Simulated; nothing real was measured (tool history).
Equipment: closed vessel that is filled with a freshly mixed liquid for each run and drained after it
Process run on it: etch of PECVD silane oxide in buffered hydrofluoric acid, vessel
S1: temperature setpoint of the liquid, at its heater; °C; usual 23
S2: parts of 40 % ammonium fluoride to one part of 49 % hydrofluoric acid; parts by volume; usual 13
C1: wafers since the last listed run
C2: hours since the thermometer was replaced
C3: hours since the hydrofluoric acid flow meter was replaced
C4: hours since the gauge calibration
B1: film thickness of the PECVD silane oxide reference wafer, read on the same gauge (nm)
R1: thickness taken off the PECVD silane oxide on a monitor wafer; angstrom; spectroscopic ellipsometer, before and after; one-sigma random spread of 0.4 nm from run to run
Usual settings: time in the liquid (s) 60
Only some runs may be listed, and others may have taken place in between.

Run 1, hour 0: usual settings; C1 0; C2 1514.4; C3 276.2; C4 1771.5; B1 140.03. Result: R1 1088.6 angstrom.
Run 2, hour 140: usual settings but time in the liquid (s) 75; C1 11900; C2 1654.4; C3 416.2; C4 1911.5; B1 140.03. Result: R1 1360.4 angstrom.
Run 3, hour 211.1: usual settings; C1 6043; C2 1725.5; C3 487.3; C4 1982.6; B1 139.98. Result: R1 1076.9 angstrom.
Run 4, hour 310.9: usual settings; C1 8483; C2 1825.3; C3 587.1; C4 2082.4; B1 140.01. Result: R1 1080.4 angstrom.
Run 5, hour 415.8: usual settings; C1 8916; C2 1930.2; C3 692; C4 2187.3; B1 140.01. Result: R1 1072.9 angstrom.
Run 6, hour 466.7: usual settings; C1 4326; C2 1981.1; C3 742.9; C4 2238.2; B1 140.01. Result: R1 1069.7 angstrom.
Run 7, hour 507.8: usual settings; C1 3493; C2 2022.2; C3 784; C4 2279.3; B1 139.99. Result: R1 1069.9 angstrom.
Run 8, hour 550.5: usual settings; C1 3629; C2 2064.9; C3 826.7; C4 2322; B1 139.99. Result: R1 1054.7 angstrom.
At hour 577.8: hydrofluoric acid flow meter replaced.
Run 9, hour 644: usual settings; C1 7862; C2 2158.4; C3 66.2; C4 2415.5; B1 139.98. Result: R1 1109.1 angstrom.
Run 10, hour 707.4: usual settings; C1 5389; C2 2221.8; C3 129.6; C4 2478.9; B1 140. Result: R1 1106 angstrom.
Run 11, hour 892.2: usual settings but S1 18.5 °C, S2 17.5 parts by volume, time in the liquid (s) 80; C1 15708; C2 2406.6; C3 314.4; C4 2663.7; B1 139.99. Result: R1 853.4 angstrom.
Run 12, hour 993.8: usual settings but S1 28 °C, S2 16 parts by volume, time in the liquid (s) 80; C1 8636; C2 2508.2; C3 416; C4 2765.3; B1 140.03. Result: R1 1545.3 angstrom.
Run 13, hour 1094.8: usual settings but S1 25.5 °C, time in the liquid (s) 90; C1 8585; C2 2609.2; C3 517; C4 2866.3; B1 139.96. Result: R1 1854.7 angstrom.
At hour 1194.4: thermometer replaced.
Run 14, hour 1237.3: usual settings but time in the liquid (s) 40; C1 12028; C2 42.9; C3 659.5; C4 3008.8; B1 139.98. Result: R1 714.3 angstrom.
Run 15, hour 1308: usual settings; C1 6009; C2 113.6; C3 730.2; C4 3079.5; B1 140.03. Result: R1 1083 angstrom.
Run 16, hour 1387.3: usual settings but S1 18.5 °C, time in the liquid (s) 40; C1 6740; C2 192.9; C3 809.5; C4 3158.8; B1 140.01. Result: R1 554.3 angstrom.
Run 17, hour 1452.9: usual settings but S1 26.5 °C; C1 5576; C2 258.5; C3 875.1; C4 3224.4; B1 139.98. Result: R1 1288.8 angstrom.
At hour 1521.4: hydrofluoric acid flow meter replaced.
Run 18, hour 1592.2: usual settings; C1 11756; C2 397.8; C3 70.8; C4 3363.7; B1 140.03. Result: R1 1102.1 angstrom.

Run 19, settings as shown, results not yet in. Your forecast:
Run 19, hour 1684.8: usual settings; C1 7871; C2 490.4; C3 163.4; C4 3456.3; B1 ?. Result: R1 ?.

{"run 19": {"B1": 140.03, "R1": 1096.3}}
The same run, on a tool lacking any hidden state, would have yielded R1 1104.6 angstrom.
